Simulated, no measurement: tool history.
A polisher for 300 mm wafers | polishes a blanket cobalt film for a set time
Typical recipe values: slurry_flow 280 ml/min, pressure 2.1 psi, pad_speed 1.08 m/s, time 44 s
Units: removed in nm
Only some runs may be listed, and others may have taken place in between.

run    hour  slurry_flow  pressure  pad_speed  time  incoming thickness of the incoming film, nm  removed
  1       0          280       2.1       1.08    44                                        849.9    246.2
  2    25.5          280       2.1       1.08    44                                        860.3    246.9
       78.8  -- slurry nozzle cleaned
  3    84.6          280       2.1       1.08    44                                        862.2    251.4
      136.1  -- worn pad replaced by a new one
  4   186.3          280       2.1       1.08    44                                        861.9    249.4
  5   236.3          280       2.1       1.08    44                                        850.9    247.4
  6     290          280       2.1        0.8    44                                        855.2    180.3
  7   328.5          280       2.1       1.08    44                                        860.7    246.9
      377.9  -- worn pad replaced by a new one
      395.4  -- slurry nozzle cleaned
  8     396          280       2.1       1.08    44                                        867.3    249.4
  9   440.1          360       2.1       1.08    44                                        848.1    252.2
 10   488.3          280       2.1       1.08    44                                        848.7    247.5
 11   527.8          280       2.1       1.08    44                                        836.7    244.8
 12   598.6          315       1.5       1.08    32                                        852.6    132.7
      608.4  -- worn pad replaced by a new one
 13   659.8          215       2.1       1.08    44                                        857.3      239
 14   697.9          185       1.5        1.3    57                                        845.4    266.6
      723.9  -- slurry nozzle cleaned
 15   727.3          280       2.1       1.08    44                                        847.7    245.7
      751.5  -- head pressure recalibrated
 16   785.1          280       2.1       0.82    44                                        844.7    189.1
 17   827.7          280       2.1       1.38    38                                        856.7    276.5
      846.7  -- worn pad replaced by a new one
 18   882.1          280       2.5       1.08    30                                        850.5    199.7
 19   930.4          280       1.6       1.26    44                                        848.6      221
 20   957.7          280       2.1       0.84    44                                        860.6    190.6
 21  1013.2          360       2.1       1.08    44                                        848.3      249
     1046.5  -- worn pad replaced by a new one
 22    1047          245       1.9       1.24    44                                        851.5    252.7
 23  1093.4          280       2.1       1.08    44                                        863.4    246.3

Consider 4 possible next runs. They are alternatives, not a sequence: every one starts from the tool as it was left by run 23. What does each give?
  A  1093.8          280       2.4       1.08    44                                        845.4        ?
  B  1093.8          330       2.4       0.78    35                                        845.4        ?
  C  1093.8          280       1.9       1.08    44                                        845.4        ?
  D  1093.8          280       2.6       1.08    55                                        845.4        ?

run  removed
  A    281.6
  B    164.4
  C    224.5
  D    380.6
Stripped of hidden state, with their random variation kept, the same runs would have yielded:
run  removed
  A    281.6
  B    164.4
  C    224.5
  D    380.6

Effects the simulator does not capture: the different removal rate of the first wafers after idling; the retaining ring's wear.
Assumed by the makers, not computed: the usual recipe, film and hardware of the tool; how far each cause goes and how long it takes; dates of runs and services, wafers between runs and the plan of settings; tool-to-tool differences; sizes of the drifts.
